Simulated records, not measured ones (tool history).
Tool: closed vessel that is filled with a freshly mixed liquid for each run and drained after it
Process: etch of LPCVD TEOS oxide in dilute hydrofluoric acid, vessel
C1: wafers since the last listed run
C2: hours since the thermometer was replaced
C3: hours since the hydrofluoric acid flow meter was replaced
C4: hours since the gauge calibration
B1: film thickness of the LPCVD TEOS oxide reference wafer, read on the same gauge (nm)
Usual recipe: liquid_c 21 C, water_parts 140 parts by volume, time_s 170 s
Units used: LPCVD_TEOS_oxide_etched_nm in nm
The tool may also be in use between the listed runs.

Run 1, hour 0: usual settings but time_s 120 s; C1 0; C2 1109.3; C3 894; C4 136; B1 30. Result: LPCVD_TEOS_oxide_etched_nm 12.45 nm.
Run 2, hour 33.9: usual settings but liquid_c 22 C, water_parts 90 parts by volume; C1 1970; C2 1143.2; C3 927.9; C4 169.9; B1 30. Result: LPCVD_TEOS_oxide_etched_nm 30.31 nm.
Run 3, hour 88.4: usual settings; C1 3167; C2 1197.7; C3 982.4; C4 224.4; B1 30. Result: LPCVD_TEOS_oxide_etched_nm 17.74 nm.
Run 4, hour 159: usual settings; C1 4102; C2 1268.3; C3 1053; C4 295; B1 29.99. Result: LPCVD_TEOS_oxide_etched_nm 17.75 nm.
Run 5, hour 183.5: usual settings; C1 1423; C2 1292.8; C3 1077.5; C4 319.5; B1 30.01. Result: LPCVD_TEOS_oxide_etched_nm 17.7 nm.
Run 6, hour 232.9: usual settings; C1 2870; C2 1342.2; C3 1126.9; C4 368.9; B1 29.99. Result: LPCVD_TEOS_oxide_etched_nm 17.56 nm.
Run 7, hour 283.6: usual settings; C1 2946; C2 1392.9; C3 1177.6; C4 419.6; B1 30. Result: LPCVD_TEOS_oxide_etched_nm 17.33 nm.
Run 8, hour 314.2: usual settings; C1 1778; C2 1423.5; C3 1208.2; C4 450.2; B1 30. Result: LPCVD_TEOS_oxide_etched_nm 17.46 nm.
Run 9, hour 362.9: usual settings; C1 2830; C2 1472.2; C3 1256.9; C4 498.9; B1 30. Result: LPCVD_TEOS_oxide_etched_nm 17.77 nm.
Run 10, hour 425.8: usual settings; C1 3655; C2 1535.1; C3 1319.8; C4 561.8; B1 30.01. Result: LPCVD_TEOS_oxide_etched_nm 17.7 nm.
Run 11, hour 483.1: usual settings; C1 3330; C2 1592.4; C3 1377.1; C4 619.1; B1 30.01. Result: LPCVD_TEOS_oxide_etched_nm 17.46 nm.
Run 12, hour 527.1: usual settings; C1 2557; C2 1636.4; C3 1421.1; C4 663.1; B1 30. Result: LPCVD_TEOS_oxide_etched_nm 17.79 nm.
Run 13, hour 598.1: usual settings; C1 4126; C2 1707.4; C3 1492.1; C4 734.1; B1 29.98. Result: LPCVD_TEOS_oxide_etched_nm 17.69 nm.
Run 14, hour 635.7: usual settings; C1 2185; C2 1745; C3 1529.7; C4 771.7; B1 29.99. Result: LPCVD_TEOS_oxide_etched_nm 17.31 nm.
Run 15, hour 702: usual settings; C1 3853; C2 1811.3; C3 1596; C4 838; B1 29.98. Result: LPCVD_TEOS_oxide_etched_nm 17.78 nm.
Run 16, hour 743.3: usual settings; C1 2400; C2 1852.6; C3 1637.3; C4 879.3; B1 30. Result: LPCVD_TEOS_oxide_etched_nm 17.75 nm.
Run 17, hour 794.6: usual settings but liquid_c 24 C; C1 2981; C2 1903.9; C3 1688.6; C4 930.6; B1 30. Result: LPCVD_TEOS_oxide_etched_nm 19.63 nm.
Run 18, hour 819.9: usual settings; C1 1470; C2 1929.2; C3 1713.9; C4 955.9; B1 30.01. Result: LPCVD_TEOS_oxide_etched_nm 17.46 nm.
Run 19, hour 866.7: usual settings but liquid_c 22 C, water_parts 90 parts by volume; C1 2719; C2 1976; C3 1760.7; C4 1002.7; B1 30. Result: LPCVD_TEOS_oxide_etched_nm 29.84 nm.
Run 20, hour 922.7: usual settings but liquid_c 17 C, water_parts 95 parts by volume, time_s 230 s; C1 3254; C2 2032; C3 1816.7; C4 1058.7; B1 30.01. Result: LPCVD_TEOS_oxide_etched_nm 30.73 nm.
At hour 965.1: hydrofluoric acid flow meter replaced.
At hour 967: gauge calibrated.
Run 21, hour 969: usual settings but liquid_c 22.5 C, water_parts 90 parts by volume, time_s 90 s; C1 2632; C2 2078.3; C3 3.9; C4 2; B1 30. Result: LPCVD_TEOS_oxide_etched_nm 15.55 nm.
At hour 1074.2: thermometer replaced.
Run 22, hour 1119.3: usual settings but liquid_c 24.5 C, water_parts 190 parts by volume, time_s 225 s; C1 8676; C2 45.1; C3 154.2; C4 152.3; B1 30. Result: LPCVD_TEOS_oxide_etched_nm 17.75 nm.
Run 23, hour 1185: usual settings but water_parts 105 parts by volume, time_s 260 s; C1 3818; C2 110.8; C3 219.9; C4 218; B1 30. Result: LPCVD_TEOS_oxide_etched_nm 35.97 nm.
Run 24, hour 1244.7: usual settings but water_parts 200 parts by volume, time_s 75 s; C1 3469; C2 170.5; C3 279.6; C4 277.7; B1 30. Result: LPCVD_TEOS_oxide_etched_nm 4.86 nm.
Run 25, hour 1287.8: usual settings; C1 2504; C2 213.6; C3 322.7; C4 320.8; B1 30.01. Result: LPCVD_TEOS_oxide_etched_nm 16.62 nm.
Run 26, hour 1312.4: usual settings; C1 1429; C2 238.2; C3 347.3; C4 345.4; B1 30. Result: LPCVD_TEOS_oxide_etched_nm 16.85 nm.
Run 27, hour 1377: usual settings but time_s 210 s; C1 3754; C2 302.8; C3 411.9; C4 410; B1 30.01. Result: LPCVD_TEOS_oxide_etched_nm 20.48 nm.
At hour 1403.8: hydrofluoric acid flow meter replaced, repeated, since the last time left the tool worse.
Run 28, hour 1426.3: usual settings but liquid_c 23 C, time_s 265 s; C1 2806; C2 352.1; C3 22.5; C4 459.3; B1 30.01. Result: LPCVD_TEOS_oxide_etched_nm 30.97 nm.
Run 29, hour 1475.5: usual settings; C1 2859; C2 401.3; C3 71.7; C4 508.5; B1 30.02. Result: LPCVD_TEOS_oxide_etched_nm 18.15 nm.
Run 30, hour 1533.7: usual settings but liquid_c 23 C; C1 3382; C2 459.5; C3 129.9; C4 566.7; B1 29.99. Result: LPCVD_TEOS_oxide_etched_nm 19.46 nm.

Forecast run 31:
Run 31, hour 1596.2: usual settings but water_parts 85 parts by volume, time_s 130 s; C1 3632; C2 522; C3 192.4; C4 629.2; B1 ?. Result: LPCVD_TEOS_oxide_etched_nm ?.

Run 31 measured B1 29.99, LPCVD_TEOS_oxide_etched_nm 24.1 nm.
With no hidden state in the tool, this same run would have given LPCVD_TEOS_oxide_etched_nm 24.27 nm.

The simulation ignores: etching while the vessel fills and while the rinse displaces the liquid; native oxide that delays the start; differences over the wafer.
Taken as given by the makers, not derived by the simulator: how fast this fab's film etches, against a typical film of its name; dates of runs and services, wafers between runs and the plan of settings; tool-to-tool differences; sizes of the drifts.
